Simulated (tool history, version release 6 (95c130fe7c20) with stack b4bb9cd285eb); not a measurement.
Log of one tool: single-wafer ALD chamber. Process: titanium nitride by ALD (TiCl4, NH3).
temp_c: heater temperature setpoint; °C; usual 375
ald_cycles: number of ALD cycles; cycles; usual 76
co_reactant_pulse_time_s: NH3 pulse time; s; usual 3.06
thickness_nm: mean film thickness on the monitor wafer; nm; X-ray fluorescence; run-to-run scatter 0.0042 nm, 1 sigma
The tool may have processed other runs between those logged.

run,day,temp_c,ald_cycles,co_reactant_pulse_time_s,"read-back reference wafer on the same gauge, thickness_nm",thickness_nm
1,0,366,76,3.06,1.908,1.689
2,0.692,371,76,3.06,1.906,1.702
3,2.025,371,76,3.06,1.908,1.697
4,2.717,371,76,3.06,1.908,1.691
5,4.158,375,76,3.06,1.909,1.7
6,5.579,375,65,3.06,1.913,1.457
7,7,375,76,3.06,1.914,1.704
8,8.121,375,76,3.06,1.913,1.717
9,9.088,375,81,3.06,1.919,1.823
10,10.429,375,81,3.06,1.921,1.828
11,11.246,375,81,3.06,1.922,1.831
12,11.758,369,76,2.78,1.924,1.697
13,12.696,369,76,2.78,1.926,1.7
# day 14.1: showerhead replaced
14,15.517,375,76,3.06,1.932,1.72
15,16.946,375,76,3.06,1.937,1.726
# day 18.525: thermocouple changed; heater temperature recalibrated
# day 20.075: gauge calibrated
16,21.308,382,76,2.46,1.896,1.681
17,22.388,385,71,3.06,1.896,1.586
18,23.033,375,76,3.06,1.9,1.694
19,23.558,360,72,4,1.9,1.603
20,24.592,375,88,4.13,1.899,1.991
21,25.508,386,87,3.06,1.899,1.952
22,26.558,364,76,2.38,1.901,1.649
23,27.371,375,76,4.19,1.901,1.719
24,28.175,385,71,3.06,1.903,1.591
25,29.15,364,76,3.06,1.903,1.675
26,30.038,366,83,3.06,1.903,1.834
27,30.571,384,62,4.01,1.907,1.41
28,31.883,366,66,4.18,1.91,1.487
29,33.146,389,85,3.55,1.912,1.938
30,33.771,368,76,3.06,1.915,1.693
31,34.658,360,72,4,1.916,1.616
32,35.438,375,76,3.06,1.918,1.71

Selected run-to-run steps in thickness_nm, each split into two signed amounts: the part the tool would show with no hidden state at all (from settings, incoming material and random variation), and the remainder, which goes to the hidden state together with any gauge scatter not common to the measured and the hidden-state-free results:
Unlogged tool condition in this case: wafer temperature above the value expected at the setpoint (K); gauge reads high (%).
Run 13 -> 14: temp_c 369 -> 375, co_reactant_pulse_time_s 2.78 -> 3.06, showerhead replaced. thickness_nm +0.02 nm: hidden state +0.007, all else +0.013.
Run 14 -> 15: no setting changed, nothing entered. thickness_nm +0.006 nm: hidden state +0.005, all else +0.001.
Run 15 -> 16: temp_c 375 -> 382, co_reactant_pulse_time_s 3.06 -> 2.46, thermocouple changed; heater temperature recalibrated, gauge calibrated. thickness_nm -0.045 nm: hidden state -0.037, all else -0.008.
Run 19 -> 20: temp_c 360 -> 375, ald_cycles 72 -> 88, co_reactant_pulse_time_s 4 -> 4.13. thickness_nm +0.388 nm: hidden state +0, all else +0.388.
Run 26 -> 27: temp_c 366 -> 384, ald_cycles 83 -> 62, co_reactant_pulse_time_s 3.06 -> 4.01. thickness_nm -0.424 nm: hidden state -0.001, all else -0.423.
Run 28 -> 29: temp_c 366 -> 389, ald_cycles 66 -> 85, co_reactant_pulse_time_s 4.18 -> 3.55. thickness_nm +0.451 nm: hidden state +0.004, all else +0.447.
